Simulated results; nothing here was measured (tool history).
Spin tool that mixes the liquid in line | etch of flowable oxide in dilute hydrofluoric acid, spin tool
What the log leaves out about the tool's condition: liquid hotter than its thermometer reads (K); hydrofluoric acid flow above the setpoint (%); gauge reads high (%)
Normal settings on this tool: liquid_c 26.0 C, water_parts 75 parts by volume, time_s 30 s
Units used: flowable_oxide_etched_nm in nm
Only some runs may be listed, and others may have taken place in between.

run	day	liquid_c	water_parts	time_s	wafers since the last listed run	hours since the thermometer was replaced	hours since the hydrofluoric acid flow meter was replaced	hours since the gauge calibration	read-back film thickness of the flowable oxide reference wafer, read on the same gauge (nm)	flowable_oxide_etched_nm
1	0.000	27.5	75	20	0	1822.6	1274.5	2155.6	59.99	21.28
2	2.325	27.5	75	20	706	1878.4	1330.3	2211.4	60.01	21.31
3	3.754	26.0	75	30	434	1912.7	1364.6	2245.7	59.98	30.15
4	4.908	26.0	75	30	350	1940.4	1392.3	2273.4	60.00	30.35
5	7.200	26.0	75	30	696	1995.4	1447.3	2328.4	60.00	30.37
6	9.158	24.0	75	30	595	2042.4	1494.3	2375.4	60.03	27.97
7	11.146	28.5	75	30	604	2090.1	1542.0	2423.1	60.01	33.20
8	12.546	28.5	75	30	425	2123.7	1575.6	2456.7	60.02	33.27
9	14.475	26.0	75	30	586	2170.0	1621.9	2503.0	60.00	30.54
10	17.212	26.0	75	30	832	2235.7	1687.6	2568.7	60.02	30.36
11	19.167	26.0	75	30	594	2282.6	1734.5	2615.6	60.01	30.54
12	21.592	26.0	75	30	737	2340.8	1792.7	2673.8	60.00	30.32
13	24.429	26.0	75	30	862	2408.9	1860.8	2741.9	59.98	30.47
# day 25.092: gauge calibrated
14	27.388	23.0	75	30	899	2479.9	1931.8	55.1	60.00	27.13
15	29.592	26.0	75	30	670	2532.8	1984.7	108.0	60.03	30.68
16	31.075	26.0	75	30	451	2568.4	2020.3	143.6	59.98	30.64
17	33.275	26.0	110	50	668	2621.2	2073.1	196.4	60.00	33.38
18	36.338	26.0	75	30	931	2694.7	2146.6	269.9	60.04	30.70
19	37.679	26.0	75	30	407	2726.9	2178.8	302.1	59.97	30.78
20	40.542	26.0	95	15	870	2795.6	2247.5	370.8	59.98	11.86
21	45.854	26.0	75	20	1615	2923.1	2375.0	498.3	59.98	20.51
22	47.708	31.0	55	40	563	2967.6	2419.5	542.8	60.00	70.20
# day 49.688: hydrofluoric acid flow meter replaced
23	50.292	21.0	90	15	772	3029.6	14.5	604.8	60.01	10.39
# day 55.129: thermometer replaced
24	55.267	26.0	75	30	1500	3.3	133.9	724.2	59.98	28.39
25	58.162	26.0	75	30	880	72.8	203.4	793.7	60.03	28.58
26	64.475	26.0	50	30	1919	224.3	354.9	945.2	60.01	44.32
27	67.079	28.0	90	45	791	286.8	417.4	1007.7	60.00	37.74
28	68.442	30.5	105	30	414	319.5	450.1	1040.4	60.00	23.28
29	69.958	21.5	100	45	461	355.9	486.5	1076.8	60.00	26.16
30	71.096	26.0	75	30	345	383.2	513.8	1104.1	59.99	28.66
31	73.633	26.0	75	45	771	444.1	574.7	1165.0	59.98	43.23
32	74.904	28.5	60	35	386	474.6	605.2	1195.5	60.01	47.50
33	76.742	26.0	75	30	558	518.7	649.3	1239.6	59.99	28.98
34	78.475	22.5	40	15	527	560.3	690.9	1281.2	60.03	24.67

Here are 4 independent what-if runs from the current tool condition. What would each one return?
A	78.492	26.0	75	50	5	560.7	691.3	1281.6	?	?
B	78.492	23.0	75	35	5	560.7	691.3	1281.6	?	?
C	78.492	23.5	95	30	5	560.7	691.3	1281.6	?	?
D	78.492	21.0	75	30	5	560.7	691.3	1281.6	?	?

run	read-back film thickness of the flowable oxide reference wafer, read on the same gauge (nm)	flowable_oxide_etched_nm
A	59.97	48.36
B	59.97	30.03
C	59.97	20.22
D	59.97	23.72
Without the tool's hidden state the same runs would have given:
run	flowable_oxide_etched_nm
A	46.95
B	29.13
C	19.62
D	23.00
